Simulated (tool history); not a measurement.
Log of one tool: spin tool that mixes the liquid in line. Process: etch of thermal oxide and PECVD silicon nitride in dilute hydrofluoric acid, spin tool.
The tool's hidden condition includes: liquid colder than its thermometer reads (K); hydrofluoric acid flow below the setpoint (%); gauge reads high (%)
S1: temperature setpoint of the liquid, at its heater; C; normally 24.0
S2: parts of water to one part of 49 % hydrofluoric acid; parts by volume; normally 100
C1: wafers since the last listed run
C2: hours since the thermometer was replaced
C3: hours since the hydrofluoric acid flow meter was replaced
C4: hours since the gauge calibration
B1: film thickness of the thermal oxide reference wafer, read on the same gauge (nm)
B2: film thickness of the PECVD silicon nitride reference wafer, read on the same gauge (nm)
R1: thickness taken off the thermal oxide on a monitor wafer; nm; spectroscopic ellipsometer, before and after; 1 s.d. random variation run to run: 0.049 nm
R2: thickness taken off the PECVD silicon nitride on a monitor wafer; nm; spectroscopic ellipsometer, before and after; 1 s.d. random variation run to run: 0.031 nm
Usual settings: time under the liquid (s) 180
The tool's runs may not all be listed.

{"run": 1, "hour": 0.0, "S1": 20.0, "S2": 100, "time under the liquid (s)": 180, "C1": 0, "C2": 237.6, "C3": 1713.0, "C4": 220.2, "B1": 29.98, "B2": 90.002, "R1": 7.44, "R2": 2.875}
{"run": 2, "hour": 25.8, "S1": 20.0, "S2": 100, "time under the liquid (s)": 180, "C1": 195, "C2": 263.4, "C3": 1738.8, "C4": 246.0, "B1": 29.99, "B2": 89.991, "R1": 7.46, "R2": 2.813}
{"run": 3, "hour": 42.3, "S1": 24.0, "S2": 130, "time under the liquid (s)": 180, "C1": 125, "C2": 279.9, "C3": 1755.3, "C4": 262.5, "B1": 29.99, "B2": 89.974, "R1": 6.52, "R2": 2.852}
{"run": 4, "hour": 69.8, "S1": 24.0, "S2": 100, "time under the liquid (s)": 180, "C1": 208, "C2": 307.4, "C3": 1782.8, "C4": 290.0, "B1": 30.0, "B2": 89.995, "R1": 8.72, "R2": 3.687}
{"run": 5, "hour": 97.6, "S1": 24.0, "S2": 100, "time under the liquid (s)": 180, "C1": 211, "C2": 335.2, "C3": 1810.6, "C4": 317.8, "B1": 30.0, "B2": 89.988, "R1": 8.76, "R2": 3.673}
{"run": 6, "hour": 131.9, "S1": 24.0, "S2": 100, "time under the liquid (s)": 180, "C1": 260, "C2": 369.5, "C3": 1844.9, "C4": 352.1, "B1": 30.0, "B2": 89.985, "R1": 8.69, "R2": 3.663}
{"run": 7, "hour": 166.0, "S1": 24.0, "S2": 100, "time under the liquid (s)": 180, "C1": 258, "C2": 403.6, "C3": 1879.0, "C4": 386.2, "B1": 29.98, "B2": 89.988, "R1": 8.71, "R2": 3.641}
{"run": 8, "hour": 192.5, "S1": 24.0, "S2": 100, "time under the liquid (s)": 180, "C1": 201, "C2": 430.1, "C3": 1905.5, "C4": 412.7, "B1": 30.02, "B2": 90.012, "R1": 8.59, "R2": 3.68}
{"run": 9, "hour": 216.8, "S1": 24.0, "S2": 100, "time under the liquid (s)": 180, "C1": 184, "C2": 454.4, "C3": 1929.8, "C4": 437.0, "B1": 30.01, "B2": 89.996, "R1": 8.7, "R2": 3.653}
{"hour": 237.9, "done": "gauge calibrated"}
{"run": 10, "hour": 249.2, "S1": 24.0, "S2": 100, "time under the liquid (s)": 180, "C1": 245, "C2": 486.8, "C3": 1962.2, "C4": 11.3, "B1": 30.01, "B2": 90.01, "R1": 8.73, "R2": 3.71}
{"run": 11, "hour": 261.5, "S1": 24.0, "S2": 100, "time under the liquid (s)": 180, "C1": 93, "C2": 499.1, "C3": 1974.5, "C4": 23.6, "B1": 30.01, "B2": 89.973, "R1": 8.61, "R2": 3.64}
{"run": 12, "hour": 287.2, "S1": 21.0, "S2": 120, "time under the liquid (s)": 150, "C1": 195, "C2": 524.8, "C3": 2000.2, "C4": 49.3, "B1": 30.0, "B2": 89.991, "R1": 5.22, "R2": 2.097}
{"run": 13, "hour": 319.5, "S1": 21.0, "S2": 135, "time under the liquid (s)": 270, "C1": 245, "C2": 557.1, "C3": 2032.5, "C4": 81.6, "B1": 30.01, "B2": 90.039, "R1": 8.1, "R2": 3.351}
{"run": 14, "hour": 335.9, "S1": 24.0, "S2": 100, "time under the liquid (s)": 180, "C1": 124, "C2": 573.5, "C3": 2048.9, "C4": 98.0, "B1": 30.01, "B2": 89.988, "R1": 8.64, "R2": 3.635}
{"run": 15, "hour": 358.2, "S1": 21.5, "S2": 125, "time under the liquid (s)": 100, "C1": 169, "C2": 595.8, "C3": 2071.2, "C4": 120.3, "B1": 30.01, "B2": 89.988, "R1": 3.35, "R2": 1.378}
{"run": 16, "hour": 371.6, "S1": 19.0, "S2": 150, "time under the liquid (s)": 150, "C1": 101, "C2": 609.2, "C3": 2084.6, "C4": 133.7, "B1": 29.99, "B2": 90.002, "R1": 3.67, "R2": 1.465}
{"hour": 443.4, "done": "hydrofluoric acid flow meter replaced"}
{"run": 17, "hour": 447.2, "S1": 21.0, "S2": 75, "time under the liquid (s)": 180, "C1": 566, "C2": 684.8, "C3": 3.8, "C4": 209.3, "B1": 29.99, "B2": 90.004, "R1": 11.79, "R2": 4.33}
{"hour": 454.5, "done": "thermometer replaced"}
{"run": 18, "hour": 461.9, "S1": 24.0, "S2": 100, "time under the liquid (s)": 180, "C1": 103, "C2": 7.4, "C3": 18.5, "C4": 224.0, "B1": 30.0, "B2": 90.02, "R1": 9.7, "R2": 4.025}
{"run": 19, "hour": 490.5, "S1": 24.0, "S2": 100, "time under the liquid (s)": 180, "C1": 217, "C2": 36.0, "C3": 47.1, "C4": 252.6, "B1": 30.01, "B2": 90.015, "R1": 9.59, "R2": 3.999}
{"run": 20, "hour": 508.1, "S1": 24.0, "S2": 70, "time under the liquid (s)": 180, "C1": 133, "C2": 53.6, "C3": 64.7, "C4": 270.2, "B1": 30.0, "B2": 89.989, "R1": 14.19, "R2": 5.731}
{"run": 21, "hour": 526.1, "S1": 24.0, "S2": 75, "time under the liquid (s)": 180, "C1": 136, "C2": 71.6, "C3": 82.7, "C4": 288.2, "B1": 29.98, "B2": 89.965, "R1": 13.19, "R2": 5.34}
{"run": 22, "hour": 553.1, "S1": 24.0, "S2": 100, "time under the liquid (s)": 180, "C1": 204, "C2": 98.6, "C3": 109.7, "C4": 315.2, "B1": 29.99, "B2": 89.99, "R1": 9.53, "R2": 3.977}
{"run": 23, "hour": 628.9, "S1": 28.5, "S2": 130, "time under the liquid (s)": 125, "C1": 575, "C2": 174.4, "C3": 185.5, "C4": 391.0, "B1": 30.0, "B2": 90.004, "R1": 5.85, "R2": 2.878}

Below are 4 alternative next runs, each starting from the tool's condition after run 23. Predict each:
{"run": "A", "hour": 629.4, "S1": 24.0, "S2": 100, "time under the liquid (s)": 180, "C1": 3, "C2": 174.9, "C3": 186.0, "C4": 391.5, "B1": "?", "B2": "?", "R1": "?", "R2": "?"}
{"run": "B", "hour": 629.4, "S1": 28.0, "S2": 100, "time under the liquid (s)": 120, "C1": 3, "C2": 174.9, "C3": 186.0, "C4": 391.5, "B1": "?", "B2": "?", "R1": "?", "R2": "?"}
{"run": "C", "hour": 629.4, "S1": 24.0, "S2": 125, "time under the liquid (s)": 230, "C1": 3, "C2": 174.9, "C3": 186.0, "C4": 391.5, "B1": "?", "B2": "?", "R1": "?", "R2": "?"}
{"run": "D", "hour": 629.4, "S1": 28.0, "S2": 60, "time under the liquid (s)": 245, "C1": 3, "C2": 174.9, "C3": 186.0, "C4": 391.5, "B1": "?", "B2": "?", "R1": "?", "R2": "?"}

run=A B1=30.00 B2=90.007 R1=9.57 R2=4.016
run=B B1=30.00 B2=90.007 R1=7.45 R2=3.470
run=C B1=30.00 B2=90.007 R1=9.49 R2=4.116
run=D B1=30.00 B2=90.007 R1=26.83 R2=11.776
Stripped of hidden state, with their random variation kept, the same runs would have yielded:
run=A R1=9.67 R2=4.052
run=B R1=7.53 R2=3.501
run=C R1=9.59 R2=4.153
run=D R1=27.09 R2=11.880

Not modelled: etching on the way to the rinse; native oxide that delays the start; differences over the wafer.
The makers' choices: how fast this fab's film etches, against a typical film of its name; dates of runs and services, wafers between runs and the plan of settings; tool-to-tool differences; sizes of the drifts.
